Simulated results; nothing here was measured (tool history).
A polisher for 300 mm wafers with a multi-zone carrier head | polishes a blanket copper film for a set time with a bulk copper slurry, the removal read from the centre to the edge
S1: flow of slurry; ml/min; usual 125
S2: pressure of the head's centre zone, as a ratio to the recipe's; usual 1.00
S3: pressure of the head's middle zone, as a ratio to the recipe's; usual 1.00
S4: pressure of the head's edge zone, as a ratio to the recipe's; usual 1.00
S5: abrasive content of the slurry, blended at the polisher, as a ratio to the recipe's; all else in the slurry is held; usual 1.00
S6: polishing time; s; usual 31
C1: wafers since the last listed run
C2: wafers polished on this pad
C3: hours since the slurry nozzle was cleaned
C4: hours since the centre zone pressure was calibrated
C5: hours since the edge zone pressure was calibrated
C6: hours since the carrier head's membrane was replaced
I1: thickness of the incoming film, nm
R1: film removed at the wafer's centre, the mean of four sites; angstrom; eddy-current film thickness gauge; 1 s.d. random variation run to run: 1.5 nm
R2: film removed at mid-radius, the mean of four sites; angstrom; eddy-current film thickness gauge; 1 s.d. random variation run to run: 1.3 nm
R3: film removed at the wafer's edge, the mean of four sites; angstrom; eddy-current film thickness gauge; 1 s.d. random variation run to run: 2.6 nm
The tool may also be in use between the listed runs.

run   hour   S1    S2    S3    S4    S5  S6   C1   C2     C3      C4     C5     C6      I1    R1    R2    R3
  1    0.0  135  1.00  1.00  0.96  1.00  31    0  158  532.1  1060.5  458.6  936.1  3211.0  2182  2159  2125
  2   15.2  125  1.00  1.00  1.00  1.00  31  159  318  547.3  1075.7  473.8  951.3  3157.5  2128  2113  2101
      61.8  -- worn pad replaced by a new one
  3   62.3  125  1.00  1.00  1.00  1.00  31  452    4  594.4  1122.8  520.9  998.4  3190.1  2130  2118  2166
      70.0  -- carrier head's membrane replaced by a new one
  4   70.5  140  1.00  1.00  1.00  1.00  31   33   38  602.6  1131.0  529.1    0.5  3173.0  2181  2194  2199
  5   78.6  140  1.00  1.00  1.00  1.00  31   85  123  610.7  1139.1  537.2    8.6  3239.7  2206  2167  2195
  6   89.2  140  1.00  1.00  1.00  1.00  31  111  235  621.3  1149.7  547.8   19.2  3204.4  2197  2191  2183
  7   98.2  125  1.00  1.00  1.00  1.00  31   94  329  630.3  1158.7  556.8   28.2  3252.6  2095  2126  2169
  8  114.4  125  1.00  1.03  1.00  1.00  31  170  499  646.5  1174.9  573.0   44.4  3220.8  2126  2203  2141
  9  121.1  125  1.00  1.00  1.00  1.00  31   70  570  653.2  1181.6  579.7   51.1  3176.3  2138  2112  2152
 10  127.7  140  1.00  1.00  1.06  1.00  31   69  639  659.8  1188.2  586.3   57.7  3138.9  2197  2193  2253
 11  142.8  150  0.95  0.95  1.00  0.85  31  158  798  674.9  1203.3  601.4   72.8  3204.7  2012  2008  2108
     145.8  -- edge zone pressure recalibrated
     161.4  -- worn pad replaced by a new one
 12  161.9   90  1.00  1.00  1.00  1.00  34  137    5  694.0  1222.4   16.1   91.9  3194.2  2075  2096  2172
 13  171.3  125  1.10  0.96  1.00  1.00  31   98  104  703.4  1231.8   25.5  101.3  3188.1  2361  2065  2187
     178.2  -- centre zone pressure recalibrated
 14  186.4  135  1.00  1.00  0.96  1.00  31  137  242  718.5     8.2   40.6  116.4  3182.4  2144  2184  2135
     193.4  -- slurry nozzle cleaned
 15  195.1  125  1.00  1.00  0.94  1.25  40   80  323    1.7    16.9   49.3  125.1  3234.7  2922  2920  2913
 16  216.8  125  1.00  1.00  1.00  0.80  34  228  551   23.4    38.6   71.0  146.8  3159.7  2218  2172  2162
 17  224.4  150  1.00  1.05  0.91  1.00  31   79  630   31.0    46.2   78.6  154.4  3186.3  2234  2309  2111
 18  240.2  125  1.09  1.00  1.00  1.25  31  166  796   46.8    62.0   94.4  170.2  3253.4  2445  2277  2299
     250.3  -- worn pad replaced by a new one
 19  252.2  125  1.00  1.00  1.00  1.00  31   84   19   58.8    74.0  106.4  182.2  3246.4  2144  2124  2147
 20  266.1  125  1.00  1.00  1.00  1.00  31  146  165   72.7    87.9  120.3  196.1  3189.1  2147  2122  2145
 21  276.4  125  1.00  1.05  0.93  1.00  31  108  273   83.0    98.2  130.6  206.4  3209.2  2140  2212  2116
 22  283.6  135  1.00  1.00  0.96  1.00  31   75  349   90.2   105.4  137.8  213.6  3177.8  2175  2180  2169

Alternative continuations, all from the tool just after run 22; predict every row:
  A  284.0  125  1.00  1.00  1.00  1.00  21   4  353  90.6  105.8  138.2  214.0  3189.8   ?   ?   ?
  B  284.0  125  0.88  1.00  0.96  1.20  22   4  353  90.6  105.8  138.2  214.0  3189.8   ?   ?   ?
  C  284.0  125  1.00  0.91  1.00  1.00  31   4  353  90.6  105.8  138.2  214.0  3189.8   ?   ?   ?

run    R1    R2    R3
  A  1436  1440  1445
  B  1396  1593  1567
  C  2119  1965  2136
Stripped of hidden state, with their random variation kept, the same runs would have yielded:
run    R1    R2    R3
  A  1436  1440  1445
  B  1396  1593  1567
  C  2119  1965  2136
